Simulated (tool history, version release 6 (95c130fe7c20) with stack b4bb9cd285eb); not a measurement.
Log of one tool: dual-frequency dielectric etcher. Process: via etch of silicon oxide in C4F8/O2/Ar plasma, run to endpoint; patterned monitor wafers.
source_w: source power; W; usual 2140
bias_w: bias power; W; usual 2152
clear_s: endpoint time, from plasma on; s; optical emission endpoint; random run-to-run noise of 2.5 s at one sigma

| run | hour | source_w | bias_w | wafers since the last listed run | hours since the last wet clean | hours since the last source power generator calibration | hours since the last bias power generator calibration | hours since the last upper electrode change | incoming incoming film thickness, nm | clear_s |
|---|---|---|---|---|---|---|---|---|---|---|
| 1 | 0 | 2140 | 2152 | 0 | 170.6 | 5043.9 | 1528 | 4343 | 1922.4 | 379.3 |
| 2 | 32.4 | 2140 | 2152 | 149 | 203 | 5076.3 | 1560.4 | 4375.4 | 1906.9 | 379 |
| 3 | 65.6 | 2140 | 2152 | 152 | 236.2 | 5109.5 | 1593.6 | 4408.6 | 1915.5 | 379.4 |
| 4 | 137.4 | 2140 | 2152 | 330 | 308 | 5181.3 | 1665.4 | 4480.4 | 1927.7 | 382.8 |
| 5 | 174.6 | 2140 | 2152 | 171 | 345.2 | 5218.5 | 1702.6 | 4517.6 | 1936.8 | 386.6 |
| 6 | 233.8 | 2140 | 2152 | 272 | 404.4 | 5277.7 | 1761.8 | 4576.8 | 1897.6 | 382.4 |
|  | 262.6 | wet clean of the chamber |
|  | 293.1 | source power generator calibrated |
| 7 | 305.1 | 2140 | 2152 | 199 | 42.5 | 12 | 1833.1 | 4648.1 | 1899.7 | 369.3 |
| 8 | 352.6 | 1990 | 2480 | 218 | 90 | 59.5 | 1880.6 | 4695.6 | 1912.6 | 383.7 |
|  | 427 | upper electrode replaced |
| 9 | 427.5 | 2140 | 2152 | 234 | 164.9 | 134.4 | 1955.5 | 0.5 | 1923.9 | 382 |
| 10 | 470.2 | 2140 | 2495 | 196 | 207.6 | 177.1 | 1998.2 | 43.2 | 1946.2 | 371.5 |
|  | 526.9 | bias power generator calibrated |
| 11 | 535.6 | 2140 | 2152 | 282 | 273 | 242.5 | 8.7 | 108.6 | 1931.5 | 384.6 |
| 12 | 573.6 | 2140 | 2484 | 174 | 311 | 280.5 | 46.7 | 146.6 | 1903.5 | 370.1 |
|  | 630.8 | wet clean of the chamber |
| 13 | 632.1 | 1700 | 2525 | 158 | 1.3 | 339 | 105.2 | 205.1 | 1927.2 | 419.9 |

Estimate the outcome of run 14 from the log above:
| 14 | 660.7 | 1990 | 1883 | 131 | 29.9 | 367.6 | 133.8 | 233.7 | 1922.1 | ? |

{"run 14": {"clear_s": 402.6}}
Without the tool's hidden state the same run would have given clear_s 401.1 s.
